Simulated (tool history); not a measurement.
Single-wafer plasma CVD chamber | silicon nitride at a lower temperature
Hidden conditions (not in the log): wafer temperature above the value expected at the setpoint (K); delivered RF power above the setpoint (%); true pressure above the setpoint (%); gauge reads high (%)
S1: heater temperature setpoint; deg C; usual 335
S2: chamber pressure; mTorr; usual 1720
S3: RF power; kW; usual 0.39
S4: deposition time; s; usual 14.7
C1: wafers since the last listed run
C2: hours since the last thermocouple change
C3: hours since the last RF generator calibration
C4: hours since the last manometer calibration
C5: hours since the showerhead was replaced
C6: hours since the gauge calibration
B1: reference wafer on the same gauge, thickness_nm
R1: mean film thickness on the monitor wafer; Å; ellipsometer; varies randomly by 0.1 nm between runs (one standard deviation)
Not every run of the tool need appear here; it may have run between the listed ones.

run 1 day=0 | S1=335 S2=1720 S3=0.39 S4=14.7 | C1=0 C2=1411.9 C3=1077.3 C4=280 C5=1774.6 C6=1642.9 | B1=23.992 | R1=223.36
run 2 day=2.021 | S1=335 S2=1720 S3=0.39 S4=14.7 | C1=1049 C2=1460.4 C3=1125.8 C4=328.5 C5=1823.1 C6=1691.4 | B1=24.019 | R1=223.36
run 3 day=5.725 | S1=331 S2=1720 S3=0.39 S4=15.9 | C1=1923 C2=1549.3 C3=1214.7 C4=417.4 C5=1912 C6=1780.3 | B1=24.017 | R1=242
run 4 day=9.5 | S1=335 S2=1720 S3=0.39 S4=14.7 | C1=1960 C2=1639.9 C3=1305.3 C4=508 C5=2002.6 C6=1870.9 | B1=24.013 | R1=224.53
run 5 day=11.846 | S1=335 S2=1720 S3=0.39 S4=14.7 | C1=1218 C2=1696.2 C3=1361.6 C4=564.3 C5=2058.9 C6=1927.2 | B1=23.979 | R1=224.69
run 6 day=14.871 | S1=335 S2=1720 S3=0.39 S4=14.7 | C1=1570 C2=1768.8 C3=1434.2 C4=636.9 C5=2131.5 C6=1999.8 | B1=23.986 | R1=224.89
run 7 day=17.846 | S1=335 S2=2040 S3=0.335 S4=14.7 | C1=1544 C2=1840.2 C3=1505.6 C4=708.3 C5=2202.9 C6=2071.2 | B1=24.02 | R1=199.8
run 8 day=21.879 | S1=324 S2=1920 S3=0.39 S4=14.7 | C1=2094 C2=1937 C3=1602.4 C4=805.1 C5=2299.7 C6=2168 | B1=24.001 | R1=234.23
run 9 day=24.988 | S1=324 S2=1920 S3=0.39 S4=14.7 | C1=1614 C2=2011.6 C3=1677 C4=879.7 C5=2374.3 C6=2242.6 | B1=23.978 | R1=233.34
run 10 day=28.6 | S1=335 S2=1520 S3=0.39 S4=16.6 | C1=1875 C2=2098.3 C3=1763.7 C4=966.4 C5=2461 C6=2329.3 | B1=23.997 | R1=245.23
-- day=32.796 capacitance manometer re-zeroed and calibrated
-- day=33.454 gauge calibrated
run 11 day=36.5 | S1=335 S2=1520 S3=0.39 S4=16.6 | C1=3929 C2=2287.9 C3=1953.3 C4=88.9 C5=2650.6 C6=73.1 | B1=23.983 | R1=242.62
-- day=39.871 showerhead replaced
run 12 day=40.529 | S1=335 S2=1520 S3=0.39 S4=16.6 | C1=1919 C2=2384.6 C3=2050 C4=185.6 C5=15.8 C6=169.8 | B1=24.02 | R1=242.02
run 13 day=45.988 | S1=335 S2=1720 S3=0.39 S4=14.7 | C1=2834 C2=2515.6 C3=2181 C4=316.6 C5=146.8 C6=300.8 | B1=24.012 | R1=221.93
run 14 day=49.971 | S1=335 S2=1930 S3=0.325 S4=14.7 | C1=2068 C2=2611.2 C3=2276.6 C4=412.2 C5=242.4 C6=396.4 | B1=24.007 | R1=188
run 15 day=53.288 | S1=335 S2=1720 S3=0.39 S4=14.7 | C1=1722 C2=2690.8 C3=2356.2 C4=491.8 C5=322 C6=476 | B1=24.013 | R1=224.39
-- day=58.042 RF generator calibrated
run 16 day=58.062 | S1=335 S2=1720 S3=0.335 S4=15.6 | C1=2306 C2=2805.4 C3=0.5 C4=606.4 C5=436.6 C6=590.6 | B1=24.001 | R1=201.33
-- day=60.842 thermocouple changed; heater temperature recalibrated
run 17 day=61.892 | S1=335 S2=1720 S3=0.39 S4=17.1 | C1=1815 C2=25.2 C3=92.4 C4=698.3 C5=528.5 C6=682.5 | B1=23.984 | R1=259.54
run 18 day=65.138 | S1=335 S2=2120 S3=0.425 S4=14.7 | C1=1685 C2=103.1 C3=170.3 C4=776.2 C5=606.4 C6=760.4 | B1=24.032 | R1=258.64
run 19 day=68.117 | S1=327 S2=1860 S3=0.455 S4=12.5 | C1=1546 C2=174.6 C3=241.8 C4=847.7 C5=677.9 C6=831.9 | B1=24.01 | R1=224.08
run 20 day=71.433 | S1=330 S2=1940 S3=0.33 S4=17.2 | C1=1722 C2=254.2 C3=321.4 C4=927.3 C5=757.5 C6=911.5 | B1=24.033 | R1=227.43
run 21 day=74.217 | S1=335 S2=1850 S3=0.39 S4=14.7 | C1=1445 C2=321 C3=388.2 C4=994.1 C5=824.3 C6=978.3 | B1=24.003 | R1=230.82
run 22 day=77.492 | S1=335 S2=1720 S3=0.39 S4=14.7 | C1=1700 C2=399.6 C3=466.8 C4=1072.7 C5=902.9 C6=1056.9 | B1=24.031 | R1=225.62
run 23 day=81.083 | S1=335 S2=1720 S3=0.39 S4=14.7 | C1=1865 C2=485.8 C3=553 C4=1158.9 C5=989.1 C6=1143.1 | B1=23.976 | R1=227.87
-- day=82.104 capacitance manometer re-zeroed and calibrated
run 24 day=83.938 | S1=335 S2=1530 S3=0.39 S4=14.7 | C1=1308 C2=554.3 C3=621.5 C4=44 C5=1057.6 C6=1211.6 | B1=24.004 | R1=217.79
run 25 day=87.204 | S1=340 S2=1720 S3=0.45 S4=17.4 | C1=1696 C2=632.7 C3=699.9 C4=122.4 C5=1136 C6=1290 | B1=23.971 | R1=298.63
run 26 day=90.758 | S1=335 S2=1320 S3=0.335 S4=16.5 | C1=1845 C2=718 C3=785.2 C4=207.7 C5=1221.3 C6=1375.3 | B1=23.999 | R1=196.87
run 27 day=92.367 | S1=335 S2=1540 S3=0.35 S4=14.7 | C1=835 C2=756.6 C3=823.8 C4=246.3 C5=1259.9 C6=1413.9 | B1=24.007 | R1=192.17

Hidden state at the last listed run before each entry between runs and at the first one after, where it differs:
Runs 10 to 11: capacitance manometer re-zeroed and calibrated (day 32.796); gauge calibrated (day 33.454)
  true pressure above the setpoint (%): 4.8 -> -1.11
  difference, measured minus the result without the unlogged condition, R1: +3.41 -> -0.82 Å
Runs 11 to 12: showerhead replaced (day 39.871)
  true pressure above the setpoint (%): -1.11 -> -0.974
  difference, measured minus the result without the unlogged condition, R1: -0.82 -> -0.72 Å
Runs 15 to 16: RF generator calibrated (day 58.042)
  true pressure above the setpoint (%): 0.122 -> 0.787
  difference, measured minus the result without the unlogged condition, R1: +0.08 -> +0.46 Å
Runs 16 to 17: thermocouple changed; heater temperature recalibrated (day 60.842)
  true pressure above the setpoint (%): 0.787 -> 1.42
  difference, measured minus the result without the unlogged condition, R1: +0.46 -> +1.06 Å
Runs 23 to 24: capacitance manometer re-zeroed and calibrated (day 82.104)
  true pressure above the setpoint (%): 5.94 -> 0.714
  difference, measured minus the result without the unlogged condition, R1: +3.79 -> +0.46 Å
